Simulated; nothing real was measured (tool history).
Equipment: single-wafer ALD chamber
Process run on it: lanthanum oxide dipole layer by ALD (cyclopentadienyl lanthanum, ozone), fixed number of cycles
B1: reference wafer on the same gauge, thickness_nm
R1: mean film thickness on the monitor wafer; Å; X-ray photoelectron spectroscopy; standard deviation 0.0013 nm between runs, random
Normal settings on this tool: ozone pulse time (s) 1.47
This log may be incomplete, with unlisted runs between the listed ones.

run 1 hour=0 | ozone_pulse_time_(s)=1.47 | B1=0.432 | R1=5.16
run 2 hour=31.7 | ozone_pulse_time_(s)=1.47 | B1=0.432 | R1=5.15
run 3 hour=60.5 | ozone_pulse_time_(s)=1.47 | B1=0.432 | R1=5.13
run 4 hour=98 | ozone_pulse_time_(s)=1.47 | B1=0.432 | R1=5.13
run 5 hour=129.5 | ozone_pulse_time_(s)=1.04 | B1=0.432 | R1=4.97
run 6 hour=179.5 | ozone_pulse_time_(s)=1.47 | B1=0.432 | R1=5.14
run 7 hour=224 | ozone_pulse_time_(s)=1.47 | B1=0.432 | R1=5.14
run 8 hour=248.6 | ozone_pulse_time_(s)=1.47 | B1=0.432 | R1=5.14
run 9 hour=279.1 | ozone_pulse_time_(s)=1.47 | B1=0.432 | R1=5.14
run 10 hour=303.7 | ozone_pulse_time_(s)=1.83 | B1=0.432 | R1=5.23
run 11 hour=330.7 | ozone_pulse_time_(s)=1.83 | B1=0.432 | R1=5.22
run 12 hour=395.6 | ozone_pulse_time_(s)=1.21 | B1=0.432 | R1=5.03
-- hour=410.5 ozone generator serviced
-- hour=453.2 showerhead replaced
run 13 hour=466.6 | ozone_pulse_time_(s)=1.21 | B1=0.432 | R1=5.07
run 14 hour=504 | ozone_pulse_time_(s)=1.79 | B1=0.432 | R1=5.23
-- hour=518.4 thermocouple changed; heater temperature recalibrated
run 15 hour=540.4 | ozone_pulse_time_(s)=1.7 | B1=0.432 | R1=5.21
run 16 hour=588.1 | ozone_pulse_time_(s)=1.94 | B1=0.432 | R1=5.27
run 17 hour=645.6 | ozone_pulse_time_(s)=1.47 | B1=0.432 | R1=5.14
run 18 hour=698.1 | ozone_pulse_time_(s)=1.75 | B1=0.432 | R1=5.21
run 19 hour=758.4 | ozone_pulse_time_(s)=1.22 | B1=0.432 | R1=5.04
run 20 hour=825.1 | ozone_pulse_time_(s)=1.66 | B1=0.432 | R1=5.17
-- hour=829.7 gauge calibrated
run 21 hour=873.5 | ozone_pulse_time_(s)=1.47 | B1=0.432 | R1=5.15
run 22 hour=920.3 | ozone_pulse_time_(s)=1.96 | B1=0.432 | R1=5.26
run 23 hour=978 | ozone_pulse_time_(s)=1.69 | B1=0.432 | R1=5.21
run 24 hour=1034.6 | ozone_pulse_time_(s)=1.47 | B1=0.432 | R1=5.11
run 25 hour=1081.6 | ozone_pulse_time_(s)=0.99 | B1=0.432 | R1=4.96
run 26 hour=1132.4 | ozone_pulse_time_(s)=1.74 | B1=0.432 | R1=5.21
run 27 hour=1196.2 | ozone_pulse_time_(s)=1.74 | B1=0.432 | R1=5.21

Consider 3 possible next runs. They are alternatives, not a sequence: every one starts from the tool as it was left by run 27. What does each give?
run A hour=1196.6 | ozone_pulse_time_(s)=1.47 | B1=? | R1=?
run B hour=1196.6 | ozone_pulse_time_(s)=1.17 | B1=? | R1=?
run C hour=1196.6 | ozone_pulse_time_(s)=1.88 | B1=? | R1=?

run=A B1=0.432 R1=5.15
run=B B1=0.432 R1=5.05
run=C B1=0.432 R1=5.24
Without the tool's unlogged condition, the same runs would have read:
run=A R1=5.15
run=B R1=5.05
run=C R1=5.24

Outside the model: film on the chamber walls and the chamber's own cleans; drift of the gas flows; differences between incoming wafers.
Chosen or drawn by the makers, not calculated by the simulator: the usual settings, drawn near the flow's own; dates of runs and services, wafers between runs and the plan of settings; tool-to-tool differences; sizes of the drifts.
